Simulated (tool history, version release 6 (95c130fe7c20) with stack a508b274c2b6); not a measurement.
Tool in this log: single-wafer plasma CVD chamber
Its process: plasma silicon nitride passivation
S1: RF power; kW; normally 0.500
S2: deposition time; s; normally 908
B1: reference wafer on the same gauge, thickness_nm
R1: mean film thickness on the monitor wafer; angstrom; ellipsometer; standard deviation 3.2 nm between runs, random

run	hour	S1	S2	B1	R1
1	0.0	0.500	908	1100.810	12235.19
2	33.9	0.500	908	1100.214	12241.57
3	58.4	0.500	908	1099.901	12145.45
4	78.5	0.500	908	1099.457	12216.98
5	114.2	0.535	908	1100.414	12432.91
6	140.9	0.535	908	1100.527	12347.93
7	159.5	0.500	908	1098.997	12211.71
8	186.5	0.500	908	1101.037	12129.06
# hour 196.5: gauge calibrated
9	201.3	0.500	908	1100.502	12117.27
# hour 229.3: RF generator calibrated
10	229.8	0.420	908	1099.456	11856.43
11	243.8	0.420	908	1099.157	11883.31
# hour 265.5: showerhead replaced
12	275.8	0.420	908	1100.603	11796.41
13	295.0	0.500	908	1100.043	12509.93
14	326.4	0.475	1008	1099.842	13669.49
15	352.5	0.595	1008	1100.564	14586.36
16	367.8	0.500	908	1099.220	12466.98
17	389.5	0.500	908	1100.097	12456.74
18	422.1	0.455	758	1100.324	10094.35
19	440.6	0.415	772	1099.383	10021.20
20	471.5	0.425	1043	1100.559	13712.71
21	498.6	0.500	1057	1100.799	14513.92
22	527.5	0.540	1072	1099.602	15045.79
23	543.5	0.470	975	1099.129	13205.52
24	566.5	0.565	750	1100.653	10670.90
25	600.1	0.500	908	1100.053	12406.62
26	622.6	0.425	846	1099.667	11028.40

Measured minus without-hidden-state, run by run (identical run-to-run variation in each term; gauge scatter may differ):
Unlogged tool condition in this case: delivered RF power above the setpoint (%); gauge reads high (%).
run	R1
1	-254.68
2	-271.47
3	-281.66
4	-293.73
5	-318.29
6	-330.96
7	-337.78
8	-350.95
9	-359.24
10	-1.04
11	-1.08
12	-1.45
13	-1.99
14	-3.34
15	-4.96
16	-5.07
17	-6.41
18	-7.14
19	-8.34
20	-14.62
21	-18.85
22	-23.68
23	-22.95
24	-21.23
25	-29.65
26	-29.55
